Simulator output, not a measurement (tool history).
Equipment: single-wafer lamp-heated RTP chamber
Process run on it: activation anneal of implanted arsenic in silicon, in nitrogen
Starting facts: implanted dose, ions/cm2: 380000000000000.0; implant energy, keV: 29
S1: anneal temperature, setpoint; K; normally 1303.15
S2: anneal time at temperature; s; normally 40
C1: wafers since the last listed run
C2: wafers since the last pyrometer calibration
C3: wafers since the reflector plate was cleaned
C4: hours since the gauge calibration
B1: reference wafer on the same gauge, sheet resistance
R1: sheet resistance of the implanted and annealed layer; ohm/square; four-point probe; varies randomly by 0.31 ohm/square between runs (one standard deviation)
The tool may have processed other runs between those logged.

run    hour       S1  S2    C1    C2     C3      C4      B1      R1
  1       0  1303.15  40     0  3580  10113  1976.5  241.02  205.09
  2    73.7  1303.15  40   960  4540  11073  2050.2  241.03   204.9
  3   155.3  1303.15  40  1063  5604  12137  2131.8  241.04  204.98
      228.6  -- reflector plate cleaned
  4   262.5  1303.15  48  1292  6897    442    2239  241.07  202.88
  5   325.6  1303.15  48   822  7719   1264  2302.1  241.08  203.22
      408.7  -- pyrometer window cleaned and pyrometer calibrated
  6   417.4  1303.15  48  1092   113   2356  2393.9  241.04  204.76
  7   496.7  1303.15  21  1033  1146   3390  2473.2  240.99  208.49
  8   636.8  1303.15  21  1825  2972   5216  2613.3  241.08  208.04
  9   738.3  1303.15  21  1322  4295   6539  2714.8  240.96  207.67
 10   782.7  1303.15  40   578  4874   7117  2759.2  240.97     205
 11   848.3  1303.15  40   854  5729   7972  2824.8  241.01  204.58
 12   931.6  1294.15  40  1085  6814   9058  2908.1  240.98  205.48
 13  1014.9  1303.15  40  1085  7900  10143  2991.4  241.04  204.07
     1091.6  -- reflector plate cleaned
 14  1092.1  1332.15  57   901  8802      6  3068.6  240.97  197.92
 15  1174.6  1275.15  51  1075  9877   1081  3151.1  241.08  206.75
     1228.8  -- pyrometer window cleaned and pyrometer calibrated
 16  1278.6  1321.15  18  1251   648   2332  3255.1  240.98  206.33
 17  1533.2  1324.15  40  3318  3966   5650  3509.7  241.05  202.03
     1535.3  -- gauge calibrated
 18  1617.4  1303.15  40  1097  5064   6747    82.1  241.07  204.56
 19    1721  1303.15  40  1350  6414   8098   185.7  240.94  204.77
 20    1792  1303.15  33   925  7339   9023   256.7  241.01  205.45
 21  1884.2  1303.15  40  1201  8541  10225   348.9  241.08  204.07
 22  1951.8  1330.15  40   881  9422  11106   416.5  241.02  200.84

What will run 23 give?
 23  2013.7  1275.15  61  806  10228  11912  478.4   ?   ?

B1: 241
R1: 205.17 ohm/square
Had the tool carried no hidden state, the very same run would have given R1 206.57 ohm/square.

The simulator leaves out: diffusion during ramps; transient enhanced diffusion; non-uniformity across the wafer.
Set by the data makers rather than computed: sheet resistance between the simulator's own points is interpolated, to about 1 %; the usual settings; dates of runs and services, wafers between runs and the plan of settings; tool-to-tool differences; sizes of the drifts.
